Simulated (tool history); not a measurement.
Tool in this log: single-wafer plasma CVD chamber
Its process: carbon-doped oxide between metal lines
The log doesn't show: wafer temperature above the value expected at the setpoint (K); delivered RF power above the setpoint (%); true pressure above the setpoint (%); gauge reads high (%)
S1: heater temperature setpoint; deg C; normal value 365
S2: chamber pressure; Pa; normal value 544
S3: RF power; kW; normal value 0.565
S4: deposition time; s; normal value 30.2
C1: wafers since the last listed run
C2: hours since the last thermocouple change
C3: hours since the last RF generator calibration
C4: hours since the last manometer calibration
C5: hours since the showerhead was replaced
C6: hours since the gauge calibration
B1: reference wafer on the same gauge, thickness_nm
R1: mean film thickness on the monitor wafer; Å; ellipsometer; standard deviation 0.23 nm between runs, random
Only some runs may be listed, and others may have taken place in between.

| run | hour | S1 | S2 | S3 | S4 | C1 | C2 | C3 | C4 | C5 | C6 | B1 | R1 |
|---|---|---|---|---|---|---|---|---|---|---|---|---|---|
| 1 | 0.0 | 365 | 544 | 0.565 | 30.2 | 0 | 1963.7 | 1029.6 | 1737.7 | 4196.3 | 349.9 | 141.010 | 1506.13 |
|  | 65.2 | gauge calibrated |
| 2 | 140.3 | 365 | 544 | 0.565 | 30.2 | 2840 | 2104.0 | 1169.9 | 1878.0 | 4336.6 | 75.1 | 140.907 | 1505.08 |
| 3 | 169.4 | 365 | 544 | 0.565 | 30.2 | 589 | 2133.1 | 1199.0 | 1907.1 | 4365.7 | 104.2 | 140.978 | 1504.98 |
| 4 | 228.9 | 365 | 544 | 0.630 | 27.5 | 1204 | 2192.6 | 1258.5 | 1966.6 | 4425.2 | 163.7 | 141.003 | 1467.10 |
|  | 246.1 | RF generator calibrated |
| 5 | 258.5 | 365 | 544 | 0.565 | 30.2 | 437 | 2222.2 | 12.4 | 1996.2 | 4454.8 | 193.3 | 141.073 | 1563.24 |
|  | 304.1 | thermocouple changed; heater temperature recalibrated |
| 6 | 318.4 | 365 | 544 | 0.565 | 30.2 | 1050 | 14.3 | 72.3 | 2056.1 | 4514.7 | 253.2 | 140.964 | 1532.33 |
|  | 331.1 | capacitance manometer re-zeroed and calibrated |
| 7 | 349.2 | 365 | 544 | 0.565 | 30.2 | 461 | 45.1 | 103.1 | 18.1 | 4545.5 | 284.0 | 141.086 | 1529.93 |
|  | 417.8 | showerhead replaced |
| 8 | 418.3 | 357 | 580 | 0.495 | 25.7 | 1237 | 114.2 | 172.2 | 87.2 | 0.5 | 353.1 | 141.044 | 1236.58 |
| 9 | 444.8 | 373 | 664 | 0.535 | 28.5 | 536 | 140.7 | 198.7 | 113.7 | 27.0 | 379.6 | 140.993 | 1398.74 |

Forecast run 10:
| 10 | 479.2 | 370 | 544 | 0.565 | 34.7 | 696 | 175.1 | 233.1 | 148.1 | 61.4 | 414.0 | ? | ? |

Run 10 produced B1 140.978, R1 1725.50 Å.
With no hidden state in the tool, this same run would have given R1 1742.89 Å.
